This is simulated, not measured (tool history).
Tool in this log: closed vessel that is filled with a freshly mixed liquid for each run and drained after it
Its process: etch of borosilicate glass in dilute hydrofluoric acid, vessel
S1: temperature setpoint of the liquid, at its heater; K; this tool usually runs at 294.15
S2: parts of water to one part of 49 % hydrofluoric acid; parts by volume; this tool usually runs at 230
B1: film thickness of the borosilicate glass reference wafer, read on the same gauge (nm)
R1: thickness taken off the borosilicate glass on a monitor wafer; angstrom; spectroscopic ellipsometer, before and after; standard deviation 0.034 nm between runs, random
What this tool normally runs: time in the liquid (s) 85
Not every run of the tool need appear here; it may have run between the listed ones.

{"run": 1, "hour": 0.0, "S1": 294.15, "S2": 285, "time in the liquid (s)": 85, "B1": 70.01, "R1": 81.8}
{"run": 2, "hour": 14.3, "S1": 294.15, "S2": 285, "time in the liquid (s)": 85, "B1": 70.0, "R1": 82.6}
{"run": 3, "hour": 27.1, "S1": 294.15, "S2": 230, "time in the liquid (s)": 85, "B1": 69.98, "R1": 107.4}
{"run": 4, "hour": 37.7, "S1": 294.15, "S2": 230, "time in the liquid (s)": 85, "B1": 69.97, "R1": 107.8}
{"run": 5, "hour": 54.5, "S1": 291.15, "S2": 180, "time in the liquid (s)": 85, "B1": 70.01, "R1": 129.3}
{"run": 6, "hour": 66.9, "S1": 291.15, "S2": 180, "time in the liquid (s)": 85, "B1": 70.02, "R1": 129.4}
{"run": 7, "hour": 75.0, "S1": 291.15, "S2": 180, "time in the liquid (s)": 85, "B1": 69.97, "R1": 130.0}
{"run": 8, "hour": 81.5, "S1": 296.15, "S2": 230, "time in the liquid (s)": 50, "B1": 69.96, "R1": 67.6}
{"run": 9, "hour": 93.2, "S1": 294.15, "S2": 300, "time in the liquid (s)": 105, "B1": 70.04, "R1": 94.7}
{"run": 10, "hour": 105.5, "S1": 294.15, "S2": 300, "time in the liquid (s)": 105, "B1": 70.02, "R1": 94.4}
{"run": 11, "hour": 111.6, "S1": 294.15, "S2": 300, "time in the liquid (s)": 105, "B1": 70.03, "R1": 94.8}
{"run": 12, "hour": 121.7, "S1": 294.15, "S2": 280, "time in the liquid (s)": 85, "B1": 69.99, "R1": 75.9}
{"run": 13, "hour": 139.2, "S1": 294.15, "S2": 230, "time in the liquid (s)": 85, "B1": 69.99, "R1": 97.2}
{"run": 14, "hour": 152.3, "S1": 294.15, "S2": 165, "time in the liquid (s)": 85, "B1": 70.02, "R1": 145.0}
{"run": 15, "hour": 168.2, "S1": 294.15, "S2": 230, "time in the liquid (s)": 85, "B1": 69.98, "R1": 97.5}
{"run": 16, "hour": 190.7, "S1": 294.15, "S2": 200, "time in the liquid (s)": 100, "B1": 69.97, "R1": 134.6}
{"run": 17, "hour": 196.9, "S1": 291.65, "S2": 230, "time in the liquid (s)": 85, "B1": 69.97, "R1": 88.5}
{"run": 18, "hour": 211.6, "S1": 294.15, "S2": 230, "time in the liquid (s)": 85, "B1": 70.05, "R1": 100.6}
{"run": 19, "hour": 218.6, "S1": 294.15, "S2": 230, "time in the liquid (s)": 85, "B1": 69.98, "R1": 100.5}
{"run": 20, "hour": 236.2, "S1": 294.15, "S2": 230, "time in the liquid (s)": 85, "B1": 70.0, "R1": 100.4}
{"run": 21, "hour": 247.1, "S1": 295.65, "S2": 230, "time in the liquid (s)": 85, "B1": 70.0, "R1": 106.4}
{"run": 22, "hour": 259.5, "S1": 295.65, "S2": 185, "time in the liquid (s)": 45, "B1": 69.98, "R1": 74.0}
{"run": 23, "hour": 296.8, "S1": 294.15, "S2": 230, "time in the liquid (s)": 85, "B1": 69.98, "R1": 101.0}
{"run": 24, "hour": 310.9, "S1": 294.15, "S2": 300, "time in the liquid (s)": 85, "B1": 69.98, "R1": 72.4}
{"run": 25, "hour": 325.8, "S1": 296.65, "S2": 120, "time in the liquid (s)": 60, "B1": 69.99, "R1": 168.1}
{"run": 26, "hour": 337.2, "S1": 296.15, "S2": 175, "time in the liquid (s)": 130, "B1": 69.99, "R1": 232.2}
{"run": 27, "hour": 349.5, "S1": 297.15, "S2": 170, "time in the liquid (s)": 85, "B1": 69.97, "R1": 162.5}
{"run": 28, "hour": 359.3, "S1": 294.15, "S2": 330, "time in the liquid (s)": 85, "B1": 70.01, "R1": 63.9}
{"run": 29, "hour": 368.5, "S1": 294.15, "S2": 300, "time in the liquid (s)": 105, "B1": 70.01, "R1": 89.3}
{"run": 30, "hour": 379.0, "S1": 294.15, "S2": 290, "time in the liquid (s)": 85, "B1": 70.02, "R1": 75.2}
{"run": 31, "hour": 419.3, "S1": 294.15, "S2": 300, "time in the liquid (s)": 105, "B1": 69.97, "R1": 89.4}
{"run": 32, "hour": 430.2, "S1": 294.15, "S2": 230, "time in the liquid (s)": 55, "B1": 69.95, "R1": 65.2}
{"run": 33, "hour": 443.3, "S1": 294.15, "S2": 230, "time in the liquid (s)": 85, "B1": 70.01, "R1": 100.6}

The log once held 3 entries between its listed runs, left out of this copy. Where does each go, and what is different about the tool's unlogged condition between the listed run before it and the listed run after it?
Between runs 11 and 12: thermometer replaced (hour 121.2)
  liquid hotter than its thermometer reads (K): 2.74 -> 0.0333; hydrofluoric acid flow below the setpoint (%): 2.76 -> 2.79
  measured value less the no-hidden-state value, R1: +5.6 -> -2.7 angstrom
Between runs 17 and 18: hydrofluoric acid flow meter replaced (hour 208.5)
  liquid hotter than its thermometer reads (K): 0.102 -> 0.116; hydrofluoric acid flow below the setpoint (%): 3.02 -> 0.0583
  measured value less the no-hidden-state value, R1: -3.0 -> +0.4 angstrom
Between runs 21 and 22: gauge calibrated (hour 251.3)
  liquid hotter than its thermometer reads (K): 0.149 -> 0.16; hydrofluoric acid flow below the setpoint (%): 0.166 -> 0.204
  measured value less the no-hidden-state value, R1: +0.3 -> +0.2 angstrom
